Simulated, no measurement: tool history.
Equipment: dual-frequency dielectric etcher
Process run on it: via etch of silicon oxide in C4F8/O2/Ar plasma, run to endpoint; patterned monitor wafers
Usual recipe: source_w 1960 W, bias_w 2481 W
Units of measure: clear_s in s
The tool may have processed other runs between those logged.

run,hour,source_w,bias_w,"incoming incoming film thickness, nm",clear_s
1,0.0,1960,2481,888.5,155.7
2,62.2,1630,2481,885.2,161.9
3,134.8,1630,2481,885.5,159.5
4,186.8,2250,2481,881.6,144.5
5,254.9,2250,2481,877.4,143.6
6,346.7,2250,2481,881.5,143.9
7,482.3,1960,2481,888.7,148.4
# hour 533.1: wet clean of the chamber
8,540.5,1960,2481,880.8,155.4
# hour 642.2: upper electrode replaced
# hour 674.5: source power generator calibrated
9,705.0,1960,2258,880.4,156.3
10,768.3,1960,2481,889.7,150.6
11,860.3,1960,2481,889.4,149.5
12,914.6,2350,1968,884.5,148.7
# hour 982.5: wet clean of the chamber
13,1021.9,2310,2481,887.1,145.7
# hour 1104.8: bias power generator calibrated
14,1113.9,2250,2481,884.3,143.6
15,1198.7,1810,2668,891.4,149.4
16,1254.9,1960,1955,894.0,162.2
17,1335.7,2120,2969,887.2,134.1
18,1425.8,1960,2258,878.8,148.1
# hour 1505.5: wet clean of the chamber
19,1506.0,1570,1965,881.7,173.7
20,1565.0,2390,2958,883.5,137.4
21,1655.4,1690,2637,889.4,156.4
22,1744.8,1750,2279,890.5,160.3

4 ways to go on from here, each from the tool as it stands after run 22. What would each give?
A,1745.3,1960,2481,891.6,?
B,1745.3,1960,2841,891.6,?
C,1745.3,2260,2481,891.6,?
D,1745.3,1530,2481,891.6,?

run,clear_s
A,153.0
B,146.9
C,147.1
D,163.2
Take away the tool's hidden state, keep each run's random variation, and the runs would have read:
run,clear_s
A,155.6
B,149.4
C,149.6
D,166.0
